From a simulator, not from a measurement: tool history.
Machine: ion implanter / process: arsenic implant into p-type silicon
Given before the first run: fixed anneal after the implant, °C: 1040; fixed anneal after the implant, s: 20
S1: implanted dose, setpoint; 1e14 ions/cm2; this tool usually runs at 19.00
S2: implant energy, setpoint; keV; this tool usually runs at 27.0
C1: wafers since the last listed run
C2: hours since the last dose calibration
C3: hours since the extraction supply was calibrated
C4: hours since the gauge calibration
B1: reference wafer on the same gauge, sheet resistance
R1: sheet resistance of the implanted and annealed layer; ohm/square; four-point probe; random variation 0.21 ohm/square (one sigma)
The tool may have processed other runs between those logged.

run     day     S1    S2    C1      C2      C3      C4     B1      R1
  1   0.000  19.00  33.5     0  1763.6  2477.0   826.9  70.73   80.01
  2   4.329  19.00  33.5  2819  1867.5  2580.9   930.8  70.81   79.91
  3   6.062  20.23  27.0  1129  1909.1  2622.5   972.4  70.83   82.47
  4   8.758  19.00  32.0  1755  1973.8  2687.2  1037.1  70.81   80.94
  5  12.462  19.00  32.0  2412  2062.7  2776.1  1126.0  70.77   81.62
  6  14.100  17.06  25.0  1066  2102.0  2815.4  1165.3  70.84   89.98
  7  16.258  17.06  25.0  1405  2153.8  2867.2  1217.1  70.79   89.91
     17.925  -- Faraday cup replaced and dose calibrated
     18.521  -- extraction supply calibrated
  8  18.900  17.06  25.0  1286    23.4     9.1  1280.5  70.77   88.34
  9  21.867  19.00  27.0  1932    94.6    80.3  1351.7  70.79   83.17
 10  23.533  19.00  27.0  1085   134.6   120.3  1391.7  70.69   83.27
 11  25.200  19.00  27.0  1085   174.6   160.3  1431.7  70.80   83.32
     27.412  -- gauge calibrated
 12  27.917  19.00  21.5  1769   239.8   225.5    12.1  70.81   87.21
 13  29.562  17.06  25.0  1072   279.3   265.0    51.6  70.91   88.72
 14  31.217  15.37  23.0  1077   319.0   304.7    91.3  70.82   94.39
 15  35.017  21.35  30.0  2475   410.2   395.9   182.5  70.86   77.51
 16  36.962  13.74  21.0  1267   456.9   442.6   229.2  70.82  101.61
 17  38.712  16.42  27.0  1139   498.9   484.6   271.2  70.83   88.64
 18  40.329  19.00  27.0  1053   537.7   523.4   310.0  70.82   83.88
 19  43.688  19.00  33.5  2187   618.3   604.0   390.6  70.83   79.35
 20  46.717  21.95  17.5  1973   691.0   676.7   463.3  70.74   87.65
 21  49.454  23.92  27.0  1783   756.7   742.4   529.0  70.86   76.92
 22  53.288  22.51  20.5  2496   848.7   834.4   621.0  70.74   84.18

Branching from run 22: 3 alternative next runs. What would each branch give?
  A  53.304  19.00  27.0  10  849.1  834.8  621.4   ?   ?
  B  53.304  14.70  23.5  10  849.1  834.8  621.4   ?   ?
  C  53.304  19.00  21.0  10  849.1  834.8  621.4   ?   ?

run     B1     R1
  A  70.82  84.23
  B  70.82  97.29
  C  70.82  89.02
Stripped of hidden state, with their random variation kept, the same runs would have yielded:
run     R1
  A  83.01
  B  95.61
  C  87.87
